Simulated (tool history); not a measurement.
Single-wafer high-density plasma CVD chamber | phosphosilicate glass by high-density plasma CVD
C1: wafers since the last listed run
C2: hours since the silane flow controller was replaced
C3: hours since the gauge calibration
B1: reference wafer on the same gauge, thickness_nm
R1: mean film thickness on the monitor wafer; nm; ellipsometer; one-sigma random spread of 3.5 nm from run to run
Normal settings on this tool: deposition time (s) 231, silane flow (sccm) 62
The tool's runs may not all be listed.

Run 1, day 0.000: usual settings but deposition time (s) 251; C1 0; C2 2439.8; C3 442.7; B1 1140.169. Result: R1 1504.788 nm.
Run 2, day 2.054: usual settings but deposition time (s) 251; C1 264; C2 2489.1; C3 492.0; B1 1140.355. Result: R1 1495.297 nm.
Run 3, day 3.858: usual settings but deposition time (s) 251; C1 232; C2 2532.4; C3 535.3; B1 1140.268. Result: R1 1499.565 nm.
Run 4, day 6.696: usual settings but deposition time (s) 245; C1 365; C2 2600.5; C3 603.4; B1 1139.745. Result: R1 1467.756 nm.
Run 5, day 8.696: usual settings but deposition time (s) 245; C1 257; C2 2648.5; C3 651.4; B1 1139.767. Result: R1 1462.841 nm.
Run 6, day 10.629: usual settings but silane flow (sccm) 54; C1 249; C2 2694.9; C3 697.8; B1 1139.318. Result: R1 1201.603 nm.
Run 7, day 18.558: usual settings; C1 1021; C2 2885.2; C3 888.1; B1 1139.727. Result: R1 1381.996 nm.
Run 8, day 20.692: usual settings; C1 274; C2 2936.4; C3 939.3; B1 1140.293. Result: R1 1382.192 nm.
Run 9, day 23.179: usual settings; C1 320; C2 2996.1; C3 999.0; B1 1140.388. Result: R1 1381.566 nm.
Run 10, day 26.154: usual settings; C1 383; C2 3067.5; C3 1070.4; B1 1140.766. Result: R1 1383.990 nm.
Run 11, day 28.567: usual settings; C1 310; C2 3125.4; C3 1128.3; B1 1139.910. Result: R1 1386.777 nm.
At day 29.396: silane flow controller replaced.
Run 12, day 30.667: usual settings; C1 227; C2 30.5; C3 1178.7; B1 1140.865. Result: R1 1270.132 nm.
Run 13, day 32.733: usual settings; C1 266; C2 80.1; C3 1228.3; B1 1139.994. Result: R1 1269.191 nm.
Run 14, day 34.758: usual settings; C1 260; C2 128.7; C3 1276.9; B1 1139.656. Result: R1 1274.358 nm.
Run 15, day 36.183: usual settings but deposition time (s) 188, silane flow (sccm) 57; C1 183; C2 162.9; C3 1311.1; B1 1139.909. Result: R1 952.695 nm.
Run 16, day 38.600: usual settings but deposition time (s) 254, silane flow (sccm) 67; C1 311; C2 220.9; C3 1369.1; B1 1139.192. Result: R1 1504.103 nm.
Run 17, day 40.533: usual settings but deposition time (s) 258, silane flow (sccm) 72; C1 249; C2 267.3; C3 1415.5; B1 1139.988. Result: R1 1661.435 nm.
At day 41.017: silane flow controller replaced, repeated, since the last time left the tool worse.
At day 41.712: gauge calibrated.
Run 18, day 43.400: usual settings but deposition time (s) 202, silane flow (sccm) 71; C1 326; C2 57.2; C3 40.5; B1 1140.315. Result: R1 1342.062 nm.
Run 19, day 44.779: usual settings; C1 177; C2 90.3; C3 73.6; B1 1140.121. Result: R1 1342.640 nm.
Run 20, day 47.167: usual settings but deposition time (s) 195, silane flow (sccm) 72; C1 307; C2 147.6; C3 130.9; B1 1139.796. Result: R1 1320.013 nm.
Run 21, day 49.742: usual settings; C1 331; C2 209.4; C3 192.7; B1 1139.761. Result: R1 1346.258 nm.
Run 22, day 51.858: usual settings but deposition time (s) 204, silane flow (sccm) 52; C1 272; C2 260.2; C3 243.5; B1 1139.668. Result: R1 1001.073 nm.
Run 23, day 54.175: usual settings but deposition time (s) 204, silane flow (sccm) 70; C1 298; C2 315.8; C3 299.1; B1 1140.136. Result: R1 1341.475 nm.
Run 24, day 56.429: usual settings; C1 290; C2 369.9; C3 353.2; B1 1140.363. Result: R1 1353.568 nm.
Run 25, day 57.579: usual settings but silane flow (sccm) 53; C1 148; C2 397.5; C3 380.8; B1 1140.296. Result: R1 1152.423 nm.
Run 26, day 59.712: usual settings but deposition time (s) 205, silane flow (sccm) 66; C1 274; C2 448.7; C3 432.0; B1 1140.847. Result: R1 1281.967 nm.
Run 27, day 62.042: usual settings but deposition time (s) 263, silane flow (sccm) 50; C1 300; C2 504.6; C3 487.9; B1 1140.148. Result: R1 1245.401 nm.
Run 28, day 63.525: usual settings; C1 191; C2 540.2; C3 523.5; B1 1140.743. Result: R1 1362.258 nm.

Forecast each of these 4 alternatives for the next run:
Run A, day 63.546: usual settings; C1 2; C2 540.7; C3 524.0; B1 ?. Result: R1 ?.
Run B, day 63.546: usual settings but deposition time (s) 211, silane flow (sccm) 51; C1 2; C2 540.7; C3 524.0; B1 ?. Result: R1 ?.
Run C, day 63.546: usual settings but deposition time (s) 260, silane flow (sccm) 57; C1 2; C2 540.7; C3 524.0; B1 ?. Result: R1 ?.
Run D, day 63.546: usual settings but deposition time (s) 273, silane flow (sccm) 53; C1 2; C2 540.7; C3 524.0; B1 ?. Result: R1 ?.

run        B1        R1
  A  1139.708  1353.664
  B  1139.708  1017.091
  C  1139.708  1400.734
  D  1139.708  1367.558
Without the tool's hidden state the same runs would have given:
run        R1
  A  1332.976
  B  1001.547
  C  1379.326
  D  1346.658

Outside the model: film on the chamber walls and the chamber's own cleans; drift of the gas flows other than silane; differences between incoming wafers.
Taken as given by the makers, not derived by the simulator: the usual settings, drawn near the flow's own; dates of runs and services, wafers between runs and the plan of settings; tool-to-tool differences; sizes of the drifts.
